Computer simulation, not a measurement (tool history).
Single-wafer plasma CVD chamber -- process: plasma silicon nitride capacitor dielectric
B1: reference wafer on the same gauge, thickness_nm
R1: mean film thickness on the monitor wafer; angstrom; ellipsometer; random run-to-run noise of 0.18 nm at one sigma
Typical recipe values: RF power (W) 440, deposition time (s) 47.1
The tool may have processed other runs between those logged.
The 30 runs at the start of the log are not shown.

run 31 day=119.521 | RF_power_(W)=500 deposition_time_(s)=52.3 | B1=58.618 | R1=782.14
-- day=120.092 showerhead replaced
run 32 day=123.392 | RF_power_(W)=440 deposition_time_(s)=47.1 | B1=58.599 | R1=658.48
run 33 day=126.204 | RF_power_(W)=395 deposition_time_(s)=49.7 | B1=58.581 | R1=663.15
run 34 day=127.904 | RF_power_(W)=395 deposition_time_(s)=47.1 | B1=58.585 | R1=623.28
run 35 day=140.85 | RF_power_(W)=415 deposition_time_(s)=37.9 | B1=58.588 | R1=512.93
run 36 day=143.104 | RF_power_(W)=440 deposition_time_(s)=47.1 | B1=58.608 | R1=655.13
run 37 day=147.225 | RF_power_(W)=515 deposition_time_(s)=47.1 | B1=58.576 | R1=708.01
run 38 day=150.592 | RF_power_(W)=440 deposition_time_(s)=41.7 | B1=58.606 | R1=579.8
run 39 day=152.954 | RF_power_(W)=440 deposition_time_(s)=50 | B1=58.586 | R1=693.28
run 40 day=155.442 | RF_power_(W)=365 deposition_time_(s)=38.6 | B1=58.614 | R1=485.31

5 ways to go on from here, each from the tool as it stands after run 40. What would each give?
run A day=155.458 | RF_power_(W)=440 deposition_time_(s)=47.1 | B1=? | R1=?
run B day=155.458 | RF_power_(W)=415 deposition_time_(s)=41.6 | B1=? | R1=?
run C day=155.458 | RF_power_(W)=500 deposition_time_(s)=39 | B1=? | R1=?
run D day=155.458 | RF_power_(W)=400 deposition_time_(s)=47.1 | B1=? | R1=?
run E day=155.458 | RF_power_(W)=465 deposition_time_(s)=43.8 | B1=? | R1=?

run=A B1=58.592 R1=652.53
run=B B1=58.592 R1=559.27
run=C B1=58.592 R1=574.76
run=D B1=58.592 R1=620.93
run=E B1=58.592 R1=623.62
With no hidden state in the tool, these same runs would have given:
run=A R1=668.11
run=B R1=572.62
run=C R1=588.48
run=D R1=635.75
run=E R1=638.5

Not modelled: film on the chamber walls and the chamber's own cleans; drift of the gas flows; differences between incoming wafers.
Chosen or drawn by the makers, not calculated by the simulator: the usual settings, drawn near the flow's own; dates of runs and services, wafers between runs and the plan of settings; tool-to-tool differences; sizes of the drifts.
